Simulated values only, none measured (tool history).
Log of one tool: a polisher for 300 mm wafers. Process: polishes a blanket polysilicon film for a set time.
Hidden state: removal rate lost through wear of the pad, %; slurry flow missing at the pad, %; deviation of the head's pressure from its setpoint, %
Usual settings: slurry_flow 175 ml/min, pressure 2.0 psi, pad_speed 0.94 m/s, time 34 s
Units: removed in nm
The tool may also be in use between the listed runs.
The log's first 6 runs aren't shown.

| run | day | slurry_flow | pressure | pad_speed | time | wafers since the last listed run | wafers polished on this pad | hours since the slurry nozzle was cleaned | hours since the head pressure was calibrated | incoming thickness of the incoming film, nm | removed |
|---|---|---|---|---|---|---|---|---|---|---|---|
|  | 5.758 | worn pad replaced by a new one |
| 7 | 5.975 | 135 | 2.0 | 0.80 | 34 | 224 | 93 | 251.6 | 527.7 | 1447.3 | 159.6 |
|  | 7.058 | slurry nozzle cleaned |
| 8 | 7.200 | 135 | 2.0 | 0.80 | 34 | 506 | 599 | 3.4 | 557.1 | 1451.2 | 161.8 |
| 9 | 8.354 | 175 | 2.0 | 0.84 | 34 | 493 | 1093 | 31.1 | 584.8 | 1429.8 | 174.9 |
|  | 9.542 | head pressure recalibrated |
| 10 | 9.562 | 175 | 2.0 | 0.84 | 34 | 481 | 1574 | 60.1 | 0.5 | 1443.0 | 172.7 |
| 11 | 10.325 | 175 | 1.7 | 0.94 | 38 | 326 | 1900 | 78.4 | 18.8 | 1429.0 | 177.9 |
| 12 | 10.833 | 175 | 1.7 | 0.94 | 38 | 217 | 2117 | 90.6 | 31.0 | 1433.2 | 179.4 |
| 13 | 12.117 | 175 | 2.0 | 0.94 | 40 | 548 | 2666 | 121.4 | 61.8 | 1449.3 | 220.5 |
| 14 | 12.896 | 175 | 2.0 | 0.94 | 41 | 333 | 3000 | 140.1 | 80.5 | 1418.8 | 227.2 |
|  | 13.983 | worn pad replaced by a new one |
| 15 | 14.679 | 175 | 2.0 | 0.94 | 38 | 691 | 298 | 182.9 | 123.3 | 1467.0 | 208.7 |
| 16 | 15.854 | 175 | 1.7 | 0.72 | 34 | 502 | 800 | 211.1 | 151.5 | 1442.7 | 134.9 |
| 17 | 17.096 | 225 | 2.0 | 0.94 | 34 | 531 | 1331 | 240.9 | 181.3 | 1439.9 | 193.2 |
| 18 | 17.754 | 200 | 2.0 | 0.94 | 34 | 281 | 1613 | 256.7 | 197.1 | 1458.7 | 193.6 |
| 19 | 18.696 | 175 | 2.0 | 0.94 | 34 | 402 | 2016 | 279.3 | 219.7 | 1443.9 | 186.4 |
|  | 19.721 | slurry nozzle cleaned |
| 20 | 21.188 | 175 | 2.6 | 0.74 | 34 | 1047 | 3064 | 35.2 | 279.5 | 1427.3 | 207.4 |
| 21 | 22.508 | 175 | 1.7 | 0.94 | 44 | 564 | 3629 | 66.9 | 311.2 | 1449.0 | 207.6 |
| 22 | 23.300 | 210 | 2.5 | 0.70 | 34 | 338 | 3967 | 85.9 | 330.2 | 1442.2 | 198.3 |
| 23 | 23.804 | 175 | 2.0 | 0.84 | 34 | 215 | 4183 | 98.0 | 342.3 | 1448.0 | 171.5 |
|  | 24.083 | worn pad replaced by a new one |
| 24 | 25.067 | 175 | 2.3 | 0.94 | 34 | 468 | 421 | 128.3 | 372.6 | 1450.9 | 214.3 |
| 25 | 26.504 | 175 | 1.8 | 0.94 | 34 | 614 | 1036 | 162.8 | 407.1 | 1426.6 | 168.2 |
| 26 | 27.596 | 175 | 2.0 | 0.94 | 34 | 466 | 1503 | 189.0 | 433.3 | 1433.6 | 187.0 |
| 27 | 28.321 | 175 | 2.0 | 0.94 | 34 | 310 | 1813 | 206.4 | 450.7 | 1448.9 | 188.6 |
| 28 | 29.000 | 175 | 2.0 | 0.94 | 34 | 290 | 2103 | 222.7 | 467.0 | 1445.2 | 185.3 |
| 29 | 29.854 | 210 | 1.8 | 0.94 | 39 | 365 | 2468 | 243.2 | 487.5 | 1416.2 | 197.3 |
| 30 | 31.025 | 175 | 2.0 | 0.94 | 34 | 500 | 2969 | 271.3 | 515.6 | 1433.1 | 188.5 |
| 31 | 31.875 | 175 | 2.0 | 0.94 | 34 | 363 | 3333 | 291.7 | 536.0 | 1449.7 | 187.5 |

Run 32 comes next. What will it give?
| 32 | 32.875 | 175 | 2.3 | 0.94 | 27 | 427 | 3761 | 315.7 | 560.0 | 1442.1 | ? |

{"run 32": {"removed": 170.5}}
Without the tool's hidden state the same run would have given removed 170.5 nm.
